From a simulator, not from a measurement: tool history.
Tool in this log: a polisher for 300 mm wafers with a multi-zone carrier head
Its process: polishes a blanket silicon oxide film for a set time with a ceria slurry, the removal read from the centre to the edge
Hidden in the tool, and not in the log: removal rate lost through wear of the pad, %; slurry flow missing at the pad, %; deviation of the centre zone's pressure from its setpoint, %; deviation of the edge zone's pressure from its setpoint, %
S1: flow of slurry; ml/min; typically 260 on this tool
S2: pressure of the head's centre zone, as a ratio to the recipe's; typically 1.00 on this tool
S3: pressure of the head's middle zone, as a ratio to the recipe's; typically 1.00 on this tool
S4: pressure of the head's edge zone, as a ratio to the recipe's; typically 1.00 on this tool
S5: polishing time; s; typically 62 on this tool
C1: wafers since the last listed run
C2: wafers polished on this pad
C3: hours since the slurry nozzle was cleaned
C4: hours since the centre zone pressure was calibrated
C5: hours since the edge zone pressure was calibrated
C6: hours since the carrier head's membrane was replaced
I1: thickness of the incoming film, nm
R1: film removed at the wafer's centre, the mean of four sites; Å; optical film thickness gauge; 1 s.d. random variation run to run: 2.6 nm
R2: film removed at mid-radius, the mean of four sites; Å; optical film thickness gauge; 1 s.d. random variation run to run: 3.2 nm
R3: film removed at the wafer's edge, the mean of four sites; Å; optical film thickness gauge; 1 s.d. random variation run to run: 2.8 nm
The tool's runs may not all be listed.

Run 1, day 0.000: usual settings but S1 220 ml/min, S3 1.04; C1 0; C2 346; C3 248.3; C4 1010.4; C5 296.7; C6 1011.4; I1 1424.0. Result: R1 2375 Å, R2 2473 Å, R3 2301 Å.
Run 2, day 1.325: usual settings; C1 199; C2 545; C3 280.1; C4 1042.2; C5 328.5; C6 1043.2; I1 1447.1. Result: R1 2430 Å, R2 2464 Å, R3 2342 Å.
Run 3, day 2.517: usual settings; C1 179; C2 724; C3 308.7; C4 1070.8; C5 357.1; C6 1071.8; I1 1432.7. Result: R1 2459 Å, R2 2396 Å, R3 2384 Å.
At day 3.008: centre zone pressure recalibrated.
Run 4, day 3.275: usual settings; C1 101; C2 826; C3 326.9; C4 6.4; C5 375.3; C6 1090.0; I1 1458.6. Result: R1 2400 Å, R2 2433 Å, R3 2406 Å.
At day 3.492: worn pad replaced by a new one.
Run 5, day 4.017: usual settings; C1 86; C2 79; C3 344.7; C4 24.2; C5 393.1; C6 1107.8; I1 1427.9. Result: R1 2383 Å, R2 2400 Å, R3 2346 Å.
Run 6, day 4.962: usual settings; C1 142; C2 221; C3 367.4; C4 46.9; C5 415.8; C6 1130.5; I1 1446.1. Result: R1 2431 Å, R2 2381 Å, R3 2352 Å.
Run 7, day 5.725: usual settings; C1 114; C2 335; C3 385.7; C4 65.2; C5 434.1; C6 1148.8; I1 1455.2. Result: R1 2451 Å, R2 2406 Å, R3 2378 Å.
Run 8, day 6.425: usual settings; C1 105; C2 441; C3 402.5; C4 82.0; C5 450.9; C6 1165.6; I1 1412.0. Result: R1 2478 Å, R2 2411 Å, R3 2396 Å.
At day 6.833: slurry nozzle cleaned.
Run 9, day 7.258: usual settings; C1 119; C2 560; C3 10.2; C4 102.0; C5 470.9; C6 1185.6; I1 1418.2. Result: R1 2483 Å, R2 2457 Å, R3 2432 Å.
Run 10, day 8.217: usual settings but S2 0.94; C1 144; C2 704; C3 33.2; C4 125.0; C5 493.9; C6 1208.6; I1 1409.6. Result: R1 2306 Å, R2 2436 Å, R3 2449 Å.
At day 8.617: worn pad replaced by a new one.
Run 11, day 8.962: usual settings but S1 290 ml/min, S3 0.90; C1 87; C2 52; C3 51.1; C4 142.9; C5 511.8; C6 1226.5; I1 1400.6. Result: R1 2473 Å, R2 2228 Å, R3 2408 Å.
Run 12, day 9.708: usual settings but S1 235 ml/min, S5 49 s; C1 112; C2 164; C3 69.0; C4 160.8; C5 529.7; C6 1244.4; I1 1417.4. Result: R1 1916 Å, R2 1922 Å, R3 1854 Å.
Run 13, day 10.258: usual settings but S2 1.12; C1 82; C2 247; C3 82.2; C4 174.0; C5 542.9; C6 1257.6; I1 1447.6. Result: R1 2753 Å, R2 2451 Å, R3 2421 Å.
Run 14, day 11.546: usual settings; C1 193; C2 440; C3 113.1; C4 204.9; C5 573.8; C6 1288.5; I1 1411.8. Result: R1 2419 Å, R2 2385 Å, R3 2350 Å.
At day 11.888: edge zone pressure recalibrated.
Run 15, day 12.279: usual settings; C1 97; C2 538; C3 130.7; C4 222.5; C5 9.4; C6 1306.1; I1 1451.6. Result: R1 2415 Å, R2 2422 Å, R3 2375 Å.
At day 13.083: worn pad replaced by a new one.
Run 16, day 13.529: usual settings but S1 210 ml/min, S2 1.08; C1 162; C2 67; C3 160.7; C4 252.5; C5 39.4; C6 1336.1; I1 1414.4. Result: R1 2581 Å, R2 2371 Å, R3 2365 Å.
At day 14.433: carrier head's membrane replaced by a new one.
Run 17, day 14.454: usual settings but S3 0.95, S5 43 s; C1 107; C2 175; C3 182.9; C4 274.7; C5 61.6; C6 0.5; I1 1457.8. Result: R1 1677 Å, R2 1564 Å, R3 1640 Å.
Run 18, day 15.088: usual settings; C1 95; C2 270; C3 198.1; C4 289.9; C5 76.8; C6 15.7; I1 1441.1. Result: R1 2455 Å, R2 2439 Å, R3 2338 Å.
Run 19, day 15.858: usual settings; C1 115; C2 386; C3 216.6; C4 308.4; C5 95.3; C6 34.2; I1 1422.8. Result: R1 2426 Å, R2 2450 Å, R3 2380 Å.
Run 20, day 17.092: usual settings but S2 0.96; C1 185; C2 571; C3 246.2; C4 338.0; C5 124.9; C6 63.8; I1 1432.5. Result: R1 2389 Å, R2 2359 Å, R3 2366 Å.
At day 18.071: worn pad replaced by a new one.
Run 21, day 18.108: usual settings but S3 0.93, S4 0.90; C1 127; C2 5; C3 270.6; C4 362.4; C5 149.3; C6 88.2; I1 1441.4. Result: R1 2453 Å, R2 2232 Å, R3 2286 Å.
Run 22, day 18.938: usual settings but S5 76 s; C1 124; C2 130; C3 290.5; C4 382.3; C5 169.2; C6 108.1; I1 1419.3. Result: R1 2986 Å, R2 3033 Å, R3 2938 Å.
Run 23, day 19.925: usual settings; C1 148; C2 278; C3 314.2; C4 406.0; C5 192.9; C6 131.8; I1 1416.7. Result: R1 2470 Å, R2 2421 Å, R3 2372 Å.

Each row is a separate what-if for the run after 23, all from the same tool condition, not one after another. Results?
Run A, day 19.942: usual settings; C1 2; C2 281; C3 314.6; C4 406.4; C5 193.3; C6 132.2; I1 1452.7. Result: R1 ?, R2 ?, R3 ?.
Run B, day 19.942: usual settings but S3 0.96, S4 0.93, S5 71 s; C1 2; C2 281; C3 314.6; C4 406.4; C5 193.3; C6 132.2; I1 1452.7. Result: R1 ?, R2 ?, R3 ?.
Run C, day 19.942: usual settings but S1 185 ml/min, S3 0.89, S5 71 s; C1 2; C2 281; C3 314.6; C4 406.4; C5 193.3; C6 132.2; I1 1452.7. Result: R1 ?, R2 ?, R3 ?.

run    R1    R2    R3
  A  2403  2358  2386
  B  2751  2611  2663
  C  2653  2377  2672
With no hidden state in the tool, these same runs would have given:
run    R1    R2    R3
  A  2403  2358  2386
  B  2751  2611  2663
  C  2653  2377  2672
